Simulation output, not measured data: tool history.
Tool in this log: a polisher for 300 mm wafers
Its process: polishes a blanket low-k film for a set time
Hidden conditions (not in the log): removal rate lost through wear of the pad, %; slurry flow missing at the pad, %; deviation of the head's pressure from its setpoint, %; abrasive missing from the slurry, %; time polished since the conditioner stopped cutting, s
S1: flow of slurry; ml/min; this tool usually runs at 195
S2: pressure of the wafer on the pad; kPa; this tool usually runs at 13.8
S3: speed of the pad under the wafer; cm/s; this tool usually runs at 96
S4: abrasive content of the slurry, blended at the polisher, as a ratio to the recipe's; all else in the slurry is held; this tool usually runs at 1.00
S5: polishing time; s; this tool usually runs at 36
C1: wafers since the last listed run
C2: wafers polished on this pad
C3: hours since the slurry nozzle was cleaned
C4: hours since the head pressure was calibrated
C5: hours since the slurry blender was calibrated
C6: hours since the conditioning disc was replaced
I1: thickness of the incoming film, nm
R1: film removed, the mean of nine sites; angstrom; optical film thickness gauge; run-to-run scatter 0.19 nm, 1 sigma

Run 1, day 0.000: usual settings; C1 0; C2 328; C3 141.0; C4 1013.8; C5 379.0; C6 283.6; I1 681.7. Result: R1 119 angstrom.
At day 1.304: slurry blender recalibrated.
Run 2, day 1.408: usual settings but S3 110 cm/s, S5 46 s; C1 415; C2 744; C3 174.8; C4 1047.6; C5 2.5; C6 317.4; I1 690.7. Result: R1 197 angstrom.
Run 3, day 2.862: usual settings; C1 456; C2 1201; C3 209.7; C4 1082.5; C5 37.4; C6 352.3; I1 697.5. Result: R1 137 angstrom.
Run 4, day 4.238: usual settings; C1 431; C2 1632; C3 242.7; C4 1115.5; C5 70.4; C6 385.3; I1 678.6. Result: R1 137 angstrom.
Run 5, day 7.196: usual settings but S3 88 cm/s; C1 928; C2 2561; C3 313.7; C4 1186.5; C5 141.4; C6 456.3; I1 680.1. Result: R1 128 angstrom.
At day 7.546: conditioning disc replaced and pad reconditioned.
Run 6, day 8.633: usual settings; C1 425; C2 2986; C3 348.2; C4 1221.0; C5 175.9; C6 26.1; I1 683.3. Result: R1 134 angstrom.
Run 7, day 11.321: usual settings but S3 74 cm/s, S4 1.10, S5 29 s; C1 843; C2 3830; C3 412.7; C4 1285.5; C5 240.4; C6 90.6; I1 678.8. Result: R1 89 angstrom.
Run 8, day 12.621: usual settings but S2 17.9 kPa, S3 116 cm/s, S5 28 s; C1 408; C2 4238; C3 443.9; C4 1316.7; C5 271.6; C6 121.8; I1 700.0. Result: R1 138 angstrom.
Run 9, day 13.700: usual settings; C1 338; C2 4577; C3 469.8; C4 1342.6; C5 297.5; C6 147.7; I1 684.8. Result: R1 129 angstrom.
Run 10, day 14.808: usual settings but S1 215 ml/min, S4 1.15; C1 347; C2 4925; C3 496.4; C4 1369.2; C5 324.1; C6 174.3; I1 685.8. Result: R1 133 angstrom.
At day 16.242: worn pad replaced by a new one.
Run 11, day 17.133: usual settings but S3 62 cm/s, S5 30 s; C1 677; C2 279; C3 552.2; C4 1425.0; C5 379.9; C6 230.1; I1 694.8. Result: R1 69 angstrom.
At day 18.033: head pressure recalibrated.
At day 18.971: slurry blender recalibrated.
Run 12, day 19.475: usual settings but S1 145 ml/min, S2 17.2 kPa; C1 682; C2 962; C3 608.4; C4 34.6; C5 12.1; C6 286.3; I1 695.9. Result: R1 145 angstrom.
Run 13, day 21.983: usual settings but S1 135 ml/min, S2 18.6 kPa; C1 787; C2 1749; C3 668.6; C4 94.8; C5 72.3; C6 346.5; I1 692.5. Result: R1 149 angstrom.
At day 23.762: slurry nozzle cleaned.
Run 14, day 24.112: usual settings but S1 235 ml/min, S3 84 cm/s, S4 0.85, S5 45 s; C1 655; C2 2405; C3 8.4; C4 145.9; C5 123.4; C6 397.6; I1 693.9. Result: R1 150 angstrom.
Run 15, day 26.633: usual settings but S3 88 cm/s; C1 791; C2 3196; C3 68.9; C4 206.4; C5 183.9; C6 458.1; I1 692.0. Result: R1 124 angstrom.
At day 27.475: conditioning disc replaced and pad reconditioned.
Run 16, day 28.021: usual settings but S1 235 ml/min, S5 28 s; C1 409; C2 3605; C3 102.2; C4 239.7; C5 217.2; C6 13.1; I1 694.5. Result: R1 105 angstrom.
Run 17, day 29.900: usual settings; C1 589; C2 4195; C3 147.3; C4 284.8; C5 262.3; C6 58.2; I1 694.5. Result: R1 127 angstrom.
Run 18, day 31.612: usual settings; C1 537; C2 4733; C3 188.4; C4 325.9; C5 303.4; C6 99.3; I1 699.1. Result: R1 125 angstrom.
Run 19, day 32.850: usual settings; C1 388; C2 5121; C3 218.1; C4 355.6; C5 333.1; C6 129.0; I1 685.6. Result: R1 120 angstrom.
At day 34.396: worn pad replaced by a new one.
Run 20, day 34.417: usual settings but S3 126 cm/s; C1 439; C2 6; C3 255.7; C4 393.2; C5 370.7; C6 166.6; I1 687.4. Result: R1 145 angstrom.
Run 21, day 35.592: usual settings; C1 368; C2 375; C3 283.9; C4 421.4; C5 398.9; C6 194.8; I1 691.7. Result: R1 118 angstrom.
At day 36.408: slurry blender recalibrated.
Run 22, day 38.054: usual settings but S1 240 ml/min, S3 82 cm/s, S4 1.25, S5 40 s; C1 746; C2 1122; C3 343.0; C4 480.5; C5 39.5; C6 253.9; I1 689.6. Result: R1 150 angstrom.
Run 23, day 41.612: usual settings but S1 220 ml/min, S3 128 cm/s, S4 0.75, S5 31 s; C1 1117; C2 2239; C3 428.4; C4 565.9; C5 124.9; C6 339.3; I1 691.1. Result: R1 129 angstrom.
Run 24, day 44.371: usual settings but S4 0.75; C1 865; C2 3105; C3 494.6; C4 632.1; C5 191.1; C6 405.5; I1 680.3. Result: R1 110 angstrom.
Run 25, day 45.988: usual settings; C1 507; C2 3612; C3 533.4; C4 670.9; C5 229.9; C6 444.3; I1 675.5. Result: R1 127 angstrom.
At day 48.467: conditioning disc replaced and pad reconditioned.
Run 26, day 48.850: usual settings but S1 140 ml/min, S3 112 cm/s, S5 46 s; C1 872; C2 4485; C3 602.1; C4 739.6; C5 298.6; C6 9.2; I1 689.2. Result: R1 169 angstrom.

Forecast each of these 3 alternatives for the next run:
Run A, day 48.867: usual settings but S5 48 s; C1 5; C2 4490; C3 602.5; C4 740.0; C5 299.0; C6 9.6; I1 694.1. Result: R1 ?.
Run B, day 48.867: usual settings but S2 11.7 kPa, S3 84 cm/s; C1 5; C2 4490; C3 602.5; C4 740.0; C5 299.0; C6 9.6; I1 694.1. Result: R1 ?.
Run C, day 48.867: usual settings but S2 11.7 kPa, S5 43 s; C1 5; C2 4490; C3 602.5; C4 740.0; C5 299.0; C6 9.6; I1 694.1. Result: R1 ?.

run   R1
  A  165
  B  101
  C  134
With the hidden condition removed and each run's random variation left untouched, the same runs would have given:
run   R1
  A  191
  B  116
  C  155
